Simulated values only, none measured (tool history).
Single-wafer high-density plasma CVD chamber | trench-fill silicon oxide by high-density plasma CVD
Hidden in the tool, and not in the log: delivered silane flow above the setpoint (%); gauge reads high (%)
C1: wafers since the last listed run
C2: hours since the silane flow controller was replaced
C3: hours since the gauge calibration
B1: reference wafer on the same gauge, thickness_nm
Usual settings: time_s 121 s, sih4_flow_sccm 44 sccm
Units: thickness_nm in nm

Run 1, hour 0: usual settings; C1 0; C2 3947.4; C3 247.7; B1 488.986. Result: thickness_nm 556.283 nm.
Run 2, hour 35.2: usual settings; C1 253; C2 3982.6; C3 282.9; B1 489.15. Result: thickness_nm 557.356 nm.
Run 3, hour 68.1: usual settings; C1 237; C2 4015.5; C3 315.8; B1 488.689. Result: thickness_nm 556.513 nm.
Run 4, hour 99.1: usual settings; C1 223; C2 4046.5; C3 346.8; B1 488.841. Result: thickness_nm 556.278 nm.
Run 5, hour 132: usual settings; C1 237; C2 4079.4; C3 379.7; B1 488.889. Result: thickness_nm 555.35 nm.
Run 6, hour 155.9: usual settings; C1 172; C2 4103.3; C3 403.6; B1 489.007. Result: thickness_nm 556.724 nm.
Run 7, hour 184.8: usual settings; C1 208; C2 4132.2; C3 432.5; B1 489.136. Result: thickness_nm 558.519 nm.
Run 8, hour 208.6: usual settings; C1 171; C2 4156; C3 456.3; B1 489.085. Result: thickness_nm 558.277 nm.
At hour 255.9: gauge calibrated.
Run 9, hour 316.1: usual settings; C1 775; C2 4263.5; C3 60.2; B1 489.068. Result: thickness_nm 557.387 nm.
Run 10, hour 330.9: usual settings; C1 106; C2 4278.3; C3 75; B1 488.961. Result: thickness_nm 558.162 nm.
Run 11, hour 343.1: usual settings; C1 88; C2 4290.5; C3 87.2; B1 489.246. Result: thickness_nm 558.769 nm.
Run 12, hour 410.1: usual settings but time_s 133 s, sih4_flow_sccm 38 sccm; C1 483; C2 4357.5; C3 154.2; B1 488.997. Result: thickness_nm 565.365 nm.
At hour 488: silane flow controller replaced.
Run 13, hour 488.5: usual settings but time_s 104 s, sih4_flow_sccm 36 sccm; C1 507; C2 0.5; C3 232.6; B1 489.085. Result: thickness_nm 414.793 nm.
Run 14, hour 517.7: usual settings but time_s 100 s; C1 210; C2 29.7; C3 261.8; B1 488.813. Result: thickness_nm 444.954 nm.
Run 15, hour 531.8: usual settings but time_s 132 s; C1 101; C2 43.8; C3 275.9; B1 488.926. Result: thickness_nm 586.46 nm.
Run 16, hour 558.5: usual settings but time_s 133 s, sih4_flow_sccm 40 sccm; C1 192; C2 70.5; C3 302.6; B1 488.929. Result: thickness_nm 560.224 nm.
Run 17, hour 592.2: usual settings but time_s 142 s, sih4_flow_sccm 38 sccm; C1 243; C2 104.2; C3 336.3; B1 489.022. Result: thickness_nm 579.911 nm.
Run 18, hour 627.8: usual settings; C1 256; C2 139.8; C3 371.9; B1 488.918. Result: thickness_nm 538.976 nm.
Run 19, hour 646.9: usual settings but time_s 142 s, sih4_flow_sccm 38 sccm; C1 137; C2 158.9; C3 391; B1 489.156. Result: thickness_nm 581.846 nm.
Run 20, hour 678.5: usual settings but time_s 143 s, sih4_flow_sccm 40 sccm; C1 227; C2 190.5; C3 422.6; B1 489.007. Result: thickness_nm 601.963 nm.
Run 21, hour 691.5: usual settings but time_s 97 s; C1 93; C2 203.5; C3 435.6; B1 488.877. Result: thickness_nm 431.442 nm.
At hour 712.3: gauge calibrated.
Run 22, hour 725.6: usual settings but time_s 133 s, sih4_flow_sccm 41 sccm; C1 245; C2 237.6; C3 13.3; B1 489.138. Result: thickness_nm 569.347 nm.
Run 23, hour 748.1: usual settings but time_s 102 s, sih4_flow_sccm 37 sccm; C1 162; C2 260.1; C3 35.8; B1 489.122. Result: thickness_nm 412.148 nm.

What the log doesn't show, run by run:
gauge reads high (%): 0 in every run
H1: delivered silane flow above the setpoint (%)
run      H1
  1    6.01
  2    6.07
  3    6.12
  4    6.17
  5    6.22
  6    6.26
  7     6.3
  8    6.34
  9     6.5
 10    6.53
 11    6.55
 12    6.65
 13  0.0913
 14   0.137
 15   0.158
 16     0.2
 17   0.252
 18   0.307
 19   0.337
 20   0.386
 21   0.406
 22   0.459
 23   0.494

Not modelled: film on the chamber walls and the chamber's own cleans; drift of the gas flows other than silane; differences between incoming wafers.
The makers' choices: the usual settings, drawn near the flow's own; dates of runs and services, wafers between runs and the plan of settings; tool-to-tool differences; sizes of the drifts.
